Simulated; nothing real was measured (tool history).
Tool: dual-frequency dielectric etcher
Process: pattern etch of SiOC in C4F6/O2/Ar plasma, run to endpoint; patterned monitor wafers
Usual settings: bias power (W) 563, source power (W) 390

run	hour	bias power (W)	source power (W)	incoming incoming film thickness, nm	endpoint time (s)
1	0.0	563	390	28.31	9.2
2	8.9	563	390	28.07	9.0
3	19.4	563	390	27.87	9.1
4	25.9	487	450	28.20	9.3
5	67.7	487	450	28.31	9.4
6	75.1	487	450	28.47	9.4
# hour 91.4: source power generator calibrated
7	91.9	618	390	28.20	8.7
8	106.0	618	390	28.23	8.8
9	113.7	618	390	28.36	8.8
10	122.2	456	390	28.18	9.7
11	132.2	456	390	27.99	9.7
12	146.2	456	390	28.61	10.1
13	154.9	563	390	28.20	8.9
# hour 187.8: upper electrode replaced
14	188.3	563	390	28.13	8.9
15	188.6	563	390	28.59	9.0
16	198.4	563	390	28.50	9.1
# hour 225.7: wet clean of the chamber
17	226.2	461	330	28.28	10.6
18	226.5	608	340	28.18	9.3
19	235.6	644	350	28.33	8.9
20	249.5	686	350	27.85	8.7
# hour 257.6: bias power generator calibrated
21	259.3	512	420	28.46	9.4
22	266.9	490	340	28.38	10.2
23	274.4	471	420	28.08	9.5
24	283.5	433	390	28.14	10.1
25	300.2	524	350	28.16	9.7
26	315.4	563	420	28.51	9.1
27	330.3	693	330	28.34	8.7
28	343.1	453	480	28.30	9.3
29	353.3	456	390	28.26	9.9
30	366.4	690	470	28.39	7.9
31	381.7	681	450	28.34	8.2
32	390.2	444	290	28.04	10.8

Forecast run 33:
33	397.3	641	490	28.55	?

Run 33 gave endpoint time (s) 8.2.
Without the tool's hidden state the same run would have given endpoint time (s) 8.5.

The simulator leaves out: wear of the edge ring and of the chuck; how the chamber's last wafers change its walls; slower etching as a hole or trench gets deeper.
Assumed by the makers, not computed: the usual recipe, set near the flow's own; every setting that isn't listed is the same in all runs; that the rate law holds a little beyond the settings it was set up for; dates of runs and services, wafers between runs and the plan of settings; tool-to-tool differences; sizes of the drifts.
